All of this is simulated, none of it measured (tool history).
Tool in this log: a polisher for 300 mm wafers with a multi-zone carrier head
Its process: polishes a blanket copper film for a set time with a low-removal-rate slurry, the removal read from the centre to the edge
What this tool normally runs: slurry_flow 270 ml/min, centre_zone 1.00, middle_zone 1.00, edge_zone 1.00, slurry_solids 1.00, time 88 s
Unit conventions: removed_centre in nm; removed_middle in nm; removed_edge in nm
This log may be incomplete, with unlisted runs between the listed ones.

run,hour,slurry_flow,centre_zone,middle_zone,edge_zone,slurry_solids,time,wafers since the last listed run,wafers polished on this pad,hours since the slurry nozzle was cleaned,hours since the centre zone pressure was calibrated,hours since the edge zone pressure was calibrated,hours since the carrier head's membrane was replaced,"incoming thickness of the incoming film, nm",removed_centre,removed_middle,removed_edge
1,0.0,270,1.00,1.00,1.00,1.00,88,0,1578,388.8,876.5,23.2,47.8,1538.4,355.2,344.3,347.2
# hour 9.8: worn pad replaced by a new one, of another model than before
2,16.2,270,1.00,1.00,1.00,1.00,88,138,72,405.0,892.7,39.4,64.0,1542.8,369.8,364.0,369.7
3,52.0,270,1.00,1.00,1.00,1.00,88,406,479,440.8,928.5,75.2,99.8,1532.4,356.5,361.7,362.7
# hour 56.9: centre zone pressure recalibrated
4,70.1,270,1.00,1.05,1.00,1.00,88,182,661,458.9,13.2,93.3,117.9,1517.9,358.2,363.6,354.6
5,94.0,270,1.12,1.00,1.00,1.00,88,271,932,482.8,37.1,117.2,141.8,1544.5,401.4,350.1,354.1
6,107.2,270,1.00,1.00,1.00,1.00,88,149,1082,496.0,50.3,130.4,155.0,1526.2,356.8,344.8,354.4
7,122.4,270,1.00,1.00,1.05,0.85,88,172,1254,511.2,65.5,145.6,170.2,1533.3,334.3,317.6,333.4
# hour 141.6: slurry nozzle cleaned
8,157.0,270,1.06,1.11,1.00,1.00,88,381,1635,15.4,100.1,180.2,204.8,1510.6,368.8,377.0,345.6
9,172.7,270,1.00,1.00,1.00,1.00,88,178,1814,31.1,115.8,195.9,220.5,1523.2,347.1,343.4,343.4
# hour 198.3: worn pad replaced by a new one
10,203.6,270,1.12,1.00,1.00,1.20,99,305,59,62.0,146.7,226.8,251.4,1516.7,500.1,435.2,446.8
11,218.6,270,1.00,1.00,1.00,1.00,88,170,229,77.0,161.7,241.8,266.4,1539.4,366.6,355.7,357.1
12,253.5,270,1.00,1.00,1.00,1.00,66,395,625,111.9,196.6,276.7,301.3,1498.1,265.9,266.9,268.9
13,276.6,270,1.00,1.00,1.00,1.00,88,262,887,135.0,219.7,299.8,324.4,1534.7,354.2,345.1,352.7
14,290.7,195,1.00,1.09,1.00,1.00,76,159,1047,149.1,233.8,313.9,338.5,1536.6,270.7,291.1,276.4
15,326.5,270,0.92,1.00,1.00,1.00,102,406,1453,184.9,269.6,349.7,374.3,1557.3,380.2,397.8,411.4
16,356.8,340,1.00,1.00,1.00,1.00,88,343,1797,215.2,299.9,380.0,404.6,1512.6,364.9,354.0,349.2
# hour 384.5: worn pad replaced by a new one
17,385.7,210,1.00,1.00,1.00,1.00,76,282,13,244.1,328.8,408.9,433.5,1513.4,295.2,300.6,299.8
18,414.8,185,1.08,1.00,1.00,1.00,88,330,344,273.2,357.9,438.0,462.6,1544.5,332.9,302.5,326.9
19,429.1,270,1.00,1.00,1.00,1.00,88,162,506,287.5,372.2,452.3,476.9,1535.1,362.0,361.5,353.6
20,443.3,270,1.10,1.00,1.00,1.00,63,161,667,301.7,386.4,466.5,491.1,1540.7,288.2,251.6,258.3
21,517.1,270,1.00,1.00,1.00,1.00,72,837,1504,375.5,460.2,540.3,564.9,1532.9,290.9,286.3,281.7

Consider 4 possible next runs. They are alternatives, not a sequence: every one starts from the tool as it was left by run 21. What does each give?
A,517.6,270,1.00,1.00,1.00,1.00,88,5,1510,376.0,460.7,540.8,565.4,1531.0,?,?,?
B,517.6,270,1.00,0.96,1.00,1.00,60,5,1510,376.0,460.7,540.8,565.4,1531.0,?,?,?
C,517.6,270,1.00,1.00,1.03,1.25,88,5,1510,376.0,460.7,540.8,565.4,1531.0,?,?,?
D,517.6,270,1.00,1.00,1.00,1.25,103,5,1510,376.0,460.7,540.8,565.4,1531.0,?,?,?

run,removed_centre,removed_middle,removed_edge
A,356.1,345.5,353.1
B,242.7,227.6,240.9
C,384.8,373.3,387.0
D,450.4,437.0,446.5
With the hidden condition removed and each run's random variation left untouched, the same runs would have given:
run,removed_centre,removed_middle,removed_edge
A,380.0,368.7,376.8
B,259.0,242.9,257.0
C,410.6,398.4,413.0
D,480.6,466.3,476.5
